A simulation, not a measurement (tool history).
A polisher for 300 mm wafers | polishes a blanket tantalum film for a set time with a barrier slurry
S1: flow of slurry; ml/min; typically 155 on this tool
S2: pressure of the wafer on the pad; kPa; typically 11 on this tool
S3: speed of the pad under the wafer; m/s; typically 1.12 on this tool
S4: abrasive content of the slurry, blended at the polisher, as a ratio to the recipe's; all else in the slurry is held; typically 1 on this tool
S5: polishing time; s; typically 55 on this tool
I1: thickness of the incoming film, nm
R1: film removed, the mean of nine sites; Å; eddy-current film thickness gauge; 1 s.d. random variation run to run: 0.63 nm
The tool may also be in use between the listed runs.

run	day	S1	S2	S3	S4	S5	I1	R1
1	0	155	13.1	1.12	1	55	241.9	892
# day 0.75: worn pad replaced by a new one
# day 1.125: head pressure recalibrated
2	1.417	155	13.1	1.12	1	55	238.2	945
# day 1.738: slurry blender recalibrated
3	2.083	155	11	1.12	1	55	243.4	823
4	3.146	155	11	1.12	1	55	238.3	809
5	4.392	155	11	1.12	0.8	55	240	756
6	5.021	155	11	1.12	0.8	55	240	746
7	5.617	155	11.7	1.12	1	68	239.6	1037
# day 5.888: slurry nozzle cleaned
8	6.9	155	11.7	1.12	1	68	238.8	1030
# day 7.662: worn pad replaced by a new one
9	8.229	155	9.7	1.46	1.3	72	235.2	1302
# day 8.617: slurry blender recalibrated
10	9.408	155	11	1.12	1	55	239.9	826
11	10.6	155	11	1.12	1	55	243.1	809
12	11.558	155	11	1.12	1	55	240.9	804
13	12.142	155	11	1.12	1	55	241.6	800
14	12.675	155	11	1.12	1	55	238.6	810
15	13.654	190	11	1.12	1	55	240.7	816
16	14.554	155	9	1.12	1	42	237.5	497
# day 15.725: slurry blender recalibrated
17	15.746	155	8.3	1.12	1.3	55	235.5	646
# day 16.2: worn pad replaced by a new one
18	16.604	155	11	1.12	1	55	239.4	827
19	18.017	190	9.7	0.88	1	40	239.7	455
20	19.038	110	13.8	1.12	1	55	243.7	920
21	19.892	170	11	1.36	1.2	44	240.2	822
22	21.033	155	11	0.92	1	55	239.3	683
23	22.108	155	11	1.12	1	55	242.2	786
24	23.008	110	11	1.44	0.8	69	243.7	1042
# day 23.562: worn pad replaced by a new one
25	24.442	195	8.3	1.34	1.3	55	239.4	842
# day 24.833: slurry blender recalibrated
26	25.762	120	8.3	0.76	1	55	240.6	453
27	26.946	130	11	1.38	1.2	38	239	674
28	27.804	155	9.7	1.12	1.15	55	240.7	753
29	28.329	155	9.7	0.82	1	55	243.2	557

The tool's hidden state at each run:
slurry flow missing at the pad, %: 0 across all the runs
deviation of the head's pressure from its setpoint, %: 0 across all the runs
abrasive missing from the slurry, %: 0 across all the runs
H1: removal rate lost through wear of the pad, %
run	H1
1	7.19
2	0.59
3	0.754
4	1.24
5	2.17
6	2.78
7	3.45
8	5.19
9	0.575
10	0.911
11	1.6
12	2.4
13	3.01
14	3.63
15	4.96
16	6.38
17	8.58
18	0.132
19	0.518
20	1.1
21	1.79
22	2.99
23	4.41
24	5.82
25	0.757
26	1.26
27	2.07
28	2.88
29	3.46
